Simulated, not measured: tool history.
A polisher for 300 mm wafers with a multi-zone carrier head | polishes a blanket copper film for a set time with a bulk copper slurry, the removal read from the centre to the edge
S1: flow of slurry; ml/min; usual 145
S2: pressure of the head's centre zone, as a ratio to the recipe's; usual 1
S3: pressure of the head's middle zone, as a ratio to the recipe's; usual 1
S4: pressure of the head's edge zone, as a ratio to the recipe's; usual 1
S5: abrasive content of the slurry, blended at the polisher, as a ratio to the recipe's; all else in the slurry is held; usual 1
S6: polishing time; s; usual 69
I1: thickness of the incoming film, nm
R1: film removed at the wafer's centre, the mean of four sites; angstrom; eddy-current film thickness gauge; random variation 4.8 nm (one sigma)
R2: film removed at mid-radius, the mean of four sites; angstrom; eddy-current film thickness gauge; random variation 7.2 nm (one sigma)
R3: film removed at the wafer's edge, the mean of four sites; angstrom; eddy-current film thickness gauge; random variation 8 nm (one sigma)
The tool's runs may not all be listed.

run,day,S1,S2,S3,S4,S5,S6,I1,R1,R2,R3
1,0,145,1,1,1,1,69,4147.6,5881,5751,5728
2,4.554,145,1,1,1,1,69,4090.7,5595,5370,5325
# day 5.1: worn pad replaced by a new one
# day 7.571: slurry nozzle cleaned
3,13.029,145,1,1.07,1,1,69,4156.2,5791,5542,5435
# day 14.825: centre zone pressure recalibrated
# day 15.283: carrier head's membrane replaced by a new one
4,15.954,145,1,1.07,1,1,69,4130.8,5093,5424,5250
# day 16.171: worn pad replaced by a new one
# day 17.888: slurry nozzle cleaned
5,18.029,145,1,1,1,1,69,4099.5,5721,5870,5808
6,21.329,145,1,1,1,1,69,4152.9,5536,5657,5550
# day 21.633: edge zone pressure recalibrated
7,23.088,145,1,1,1,1,69,4121.8,5410,5371,5531
8,24.671,145,1,1,1,1,69,4047.2,5400,5329,5475

Forecast run 9:
# day 25.046: worn pad replaced by a new one
9,26.258,145,1.04,1,0.89,1.2,69,4174.3,?,?,?

{"run 9": {"R1": 6223, "R2": 6042, "R3": 5708}}
Without the tool's hidden state the same run would have given R1 6386 angstrom, R2 6223 angstrom, R3 5878 angstrom.
